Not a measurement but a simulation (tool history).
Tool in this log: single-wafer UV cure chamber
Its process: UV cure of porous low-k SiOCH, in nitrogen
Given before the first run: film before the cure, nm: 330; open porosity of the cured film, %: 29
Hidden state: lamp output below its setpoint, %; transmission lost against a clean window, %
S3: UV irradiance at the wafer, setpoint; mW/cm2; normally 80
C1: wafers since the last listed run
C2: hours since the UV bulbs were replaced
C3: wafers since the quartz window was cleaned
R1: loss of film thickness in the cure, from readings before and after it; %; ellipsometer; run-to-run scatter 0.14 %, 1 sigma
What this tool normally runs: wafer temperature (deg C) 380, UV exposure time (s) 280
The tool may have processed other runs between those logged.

{"run": 1, "hour": 0.0, "wafer temperature (deg C)": 380, "UV exposure time (s)": 280, "S3": 80, "C1": 0, "C2": 1803.7, "C3": 3177, "R1": 13.089}
{"hour": 46.1, "done": "quartz window cleaned"}
{"run": 2, "hour": 46.6, "wafer temperature (deg C)": 380, "UV exposure time (s)": 280, "S3": 80, "C1": 489, "C2": 1850.3, "C3": 6, "R1": 13.224}
{"run": 3, "hour": 73.4, "wafer temperature (deg C)": 380, "UV exposure time (s)": 280, "S3": 80, "C1": 340, "C2": 1877.1, "C3": 346, "R1": 13.314}
{"run": 4, "hour": 139.6, "wafer temperature (deg C)": 380, "UV exposure time (s)": 280, "S3": 80, "C1": 840, "C2": 1943.3, "C3": 1186, "R1": 13.024}
{"run": 5, "hour": 197.2, "wafer temperature (deg C)": 380, "UV exposure time (s)": 365, "S3": 111, "C1": 730, "C2": 2000.9, "C3": 1917, "R1": 16.109}
{"run": 6, "hour": 232.2, "wafer temperature (deg C)": 380, "UV exposure time (s)": 365, "S3": 111, "C1": 444, "C2": 2035.9, "C3": 2361, "R1": 16.293}
{"run": 7, "hour": 261.5, "wafer temperature (deg C)": 380, "UV exposure time (s)": 365, "S3": 111, "C1": 371, "C2": 2065.2, "C3": 2733, "R1": 16.308}
{"hour": 326.6, "done": "quartz window cleaned"}
{"run": 8, "hour": 327.1, "wafer temperature (deg C)": 380, "UV exposure time (s)": 280, "S3": 65, "C1": 730, "C2": 2130.8, "C3": 5, "R1": 11.891}
{"run": 9, "hour": 376.5, "wafer temperature (deg C)": 380, "UV exposure time (s)": 280, "S3": 65, "C1": 626, "C2": 2180.2, "C3": 632, "R1": 11.421}
{"run": 10, "hour": 436.5, "wafer temperature (deg C)": 380, "UV exposure time (s)": 280, "S3": 65, "C1": 761, "C2": 2240.2, "C3": 1394, "R1": 11.525}
{"run": 11, "hour": 489.3, "wafer temperature (deg C)": 380, "UV exposure time (s)": 280, "S3": 80, "C1": 670, "C2": 2293, "C3": 2064, "R1": 12.528}
{"run": 12, "hour": 514.9, "wafer temperature (deg C)": 380, "UV exposure time (s)": 280, "S3": 80, "C1": 324, "C2": 2318.6, "C3": 2389, "R1": 12.447}
{"run": 13, "hour": 562.1, "wafer temperature (deg C)": 380, "UV exposure time (s)": 280, "S3": 80, "C1": 598, "C2": 2365.8, "C3": 2988, "R1": 12.359}
{"run": 14, "hour": 586.8, "wafer temperature (deg C)": 380, "UV exposure time (s)": 280, "S3": 80, "C1": 313, "C2": 2390.5, "C3": 3301, "R1": 12.402}
{"hour": 599.6, "done": "quartz window cleaned"}
{"hour": 600.4, "done": "UV bulbs replaced"}
{"run": 15, "hour": 640.2, "wafer temperature (deg C)": 396, "UV exposure time (s)": 280, "S3": 80, "C1": 565, "C2": 39.8, "C3": 504, "R1": 14.182}
{"run": 16, "hour": 702.6, "wafer temperature (deg C)": 396, "UV exposure time (s)": 280, "S3": 80, "C1": 791, "C2": 102.2, "C3": 1296, "R1": 14.279}
{"run": 17, "hour": 754.7, "wafer temperature (deg C)": 396, "UV exposure time (s)": 280, "S3": 80, "C1": 661, "C2": 154.3, "C3": 1957, "R1": 14.171}
{"run": 18, "hour": 797.9, "wafer temperature (deg C)": 385, "UV exposure time (s)": 170, "S3": 80, "C1": 548, "C2": 197.5, "C3": 2506, "R1": 11.809}
{"run": 19, "hour": 831.1, "wafer temperature (deg C)": 361, "UV exposure time (s)": 280, "S3": 43, "C1": 421, "C2": 230.7, "C3": 2927, "R1": 10.404}
{"run": 20, "hour": 861.6, "wafer temperature (deg C)": 380, "UV exposure time (s)": 365, "S3": 111, "C1": 387, "C2": 261.2, "C3": 3314, "R1": 17.219}
{"run": 21, "hour": 907.7, "wafer temperature (deg C)": 385, "UV exposure time (s)": 145, "S3": 119, "C1": 585, "C2": 307.3, "C3": 3899, "R1": 12.797}
{"hour": 945.4, "done": "quartz window cleaned"}
{"run": 22, "hour": 969.6, "wafer temperature (deg C)": 380, "UV exposure time (s)": 280, "S3": 80, "C1": 683, "C2": 369.2, "C3": 307, "R1": 14.17}
{"run": 23, "hour": 1027.1, "wafer temperature (deg C)": 380, "UV exposure time (s)": 155, "S3": 80, "C1": 729, "C2": 426.7, "C3": 1036, "R1": 10.887}
{"run": 24, "hour": 1070.3, "wafer temperature (deg C)": 398, "UV exposure time (s)": 445, "S3": 45, "C1": 548, "C2": 469.9, "C3": 1585, "R1": 13.776}
{"run": 25, "hour": 1107.8, "wafer temperature (deg C)": 400, "UV exposure time (s)": 405, "S3": 65, "C1": 475, "C2": 507.4, "C3": 2060, "R1": 15.416}

The next listed run, before its measurement:
{"run": 26, "hour": 1143.5, "wafer temperature (deg C)": 380, "UV exposure time (s)": 365, "S3": 111, "C1": 453, "C2": 543.1, "C3": 2513, "R1": "?"}

Run 26 gave R1 17.503 %.
Take away the tool's hidden state, keep the run-to-run variation as it was, and the same run would have given R1 17.759 %.

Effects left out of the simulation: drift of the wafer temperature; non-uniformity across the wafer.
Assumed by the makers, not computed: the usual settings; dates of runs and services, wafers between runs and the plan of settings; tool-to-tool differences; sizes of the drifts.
